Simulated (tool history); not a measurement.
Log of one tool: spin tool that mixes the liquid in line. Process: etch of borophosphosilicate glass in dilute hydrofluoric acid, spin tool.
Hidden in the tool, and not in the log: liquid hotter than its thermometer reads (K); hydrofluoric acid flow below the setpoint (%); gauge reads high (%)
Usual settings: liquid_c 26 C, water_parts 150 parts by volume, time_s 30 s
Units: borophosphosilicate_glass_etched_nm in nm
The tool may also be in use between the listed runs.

| run | hour | liquid_c | water_parts | time_s | wafers since the last listed run | hours since the thermometer was replaced | hours since the hydrofluoric acid flow meter was replaced | hours since the gauge calibration | read-back film thickness of the borophosphosilicate glass reference wafer, read on the same gauge (nm) | borophosphosilicate_glass_etched_nm |
|---|---|---|---|---|---|---|---|---|---|---|
| 1 | 0 | 26 | 150 | 30 | 0 | 1620.3 | 1272.5 | 153 | 150.01 | 13.5 |
| 2 | 14 | 26 | 150 | 30 | 146 | 1634.3 | 1286.5 | 167 | 150 | 13.43 |
| 3 | 21 | 26 | 150 | 30 | 73 | 1641.3 | 1293.5 | 174 | 150 | 13.43 |
| 4 | 30.1 | 26 | 150 | 30 | 95 | 1650.4 | 1302.6 | 183.1 | 149.98 | 13.41 |
| 5 | 44.2 | 26 | 150 | 30 | 147 | 1664.5 | 1316.7 | 197.2 | 149.99 | 13.72 |
| 6 | 59.5 | 26 | 150 | 30 | 160 | 1679.8 | 1332 | 212.5 | 149.99 | 13.27 |
| 7 | 69.3 | 26 | 150 | 30 | 102 | 1689.6 | 1341.8 | 222.3 | 150.02 | 13.33 |
| 8 | 85.9 | 26 | 150 | 30 | 173 | 1706.2 | 1358.4 | 238.9 | 150 | 13.61 |
|  | 90.9 | hydrofluoric acid flow meter replaced |
| 9 | 94.1 | 26 | 150 | 30 | 75 | 1714.4 | 3.2 | 247.1 | 150 | 13.56 |
| 10 | 102.5 | 26 | 150 | 25 | 87 | 1722.8 | 11.6 | 255.5 | 149.99 | 11.27 |
|  | 109.4 | gauge calibrated |
| 11 | 111.3 | 26 | 150 | 30 | 92 | 1731.6 | 20.4 | 1.9 | 149.99 | 13.64 |
| 12 | 123.4 | 30 | 105 | 45 | 126 | 1743.7 | 32.5 | 14 | 150 | 35.68 |
| 13 | 131.4 | 26 | 150 | 30 | 83 | 1751.7 | 40.5 | 22 | 150.01 | 13.58 |
| 14 | 146.1 | 26 | 150 | 30 | 153 | 1766.4 | 55.2 | 36.7 | 150.01 | 13.46 |
|  | 153.4 | thermometer replaced |
| 15 | 154.3 | 26 | 110 | 30 | 75 | 0.9 | 63.4 | 44.9 | 149.99 | 19.34 |
| 16 | 163.9 | 23 | 150 | 30 | 100 | 10.5 | 73 | 54.5 | 149.99 | 11.95 |
| 17 | 178.7 | 29 | 220 | 40 | 154 | 25.3 | 87.8 | 69.3 | 149.98 | 12.52 |
| 18 | 191 | 26 | 150 | 40 | 128 | 37.6 | 100.1 | 81.6 | 150 | 17.89 |
| 19 | 204 | 26 | 80 | 30 | 136 | 50.6 | 113.1 | 94.6 | 149.99 | 27.85 |
| 20 | 217.5 | 26 | 150 | 30 | 141 | 64.1 | 126.6 | 108.1 | 150.01 | 13.41 |
| 21 | 223.7 | 26 | 105 | 30 | 64 | 70.3 | 132.8 | 114.3 | 150 | 20.57 |

Forecast each of these 4 alternatives for the next run:
| A | 224.1 | 26 | 150 | 15 | 4 | 70.7 | 133.2 | 114.7 | ? | ? |
| B | 224.1 | 26 | 120 | 30 | 4 | 70.7 | 133.2 | 114.7 | ? | ? |
| C | 224.1 | 23.5 | 115 | 20 | 4 | 70.7 | 133.2 | 114.7 | ? | ? |
| D | 224.1 | 28 | 90 | 45 | 4 | 70.7 | 133.2 | 114.7 | ? | ? |

| run | read-back film thickness of the borophosphosilicate glass reference wafer, read on the same gauge (nm) | borophosphosilicate_glass_etched_nm |
|---|---|---|
| A | 150 | 6.75 |
| B | 150 | 17.51 |
| C | 150 | 11.12 |
| D | 150 | 39.32 |
Without the tool's hidden state the same runs would have given:
| run | borophosphosilicate_glass_etched_nm |
|---|---|
| A | 6.75 |
| B | 17.51 |
| C | 11.12 |
| D | 39.32 |
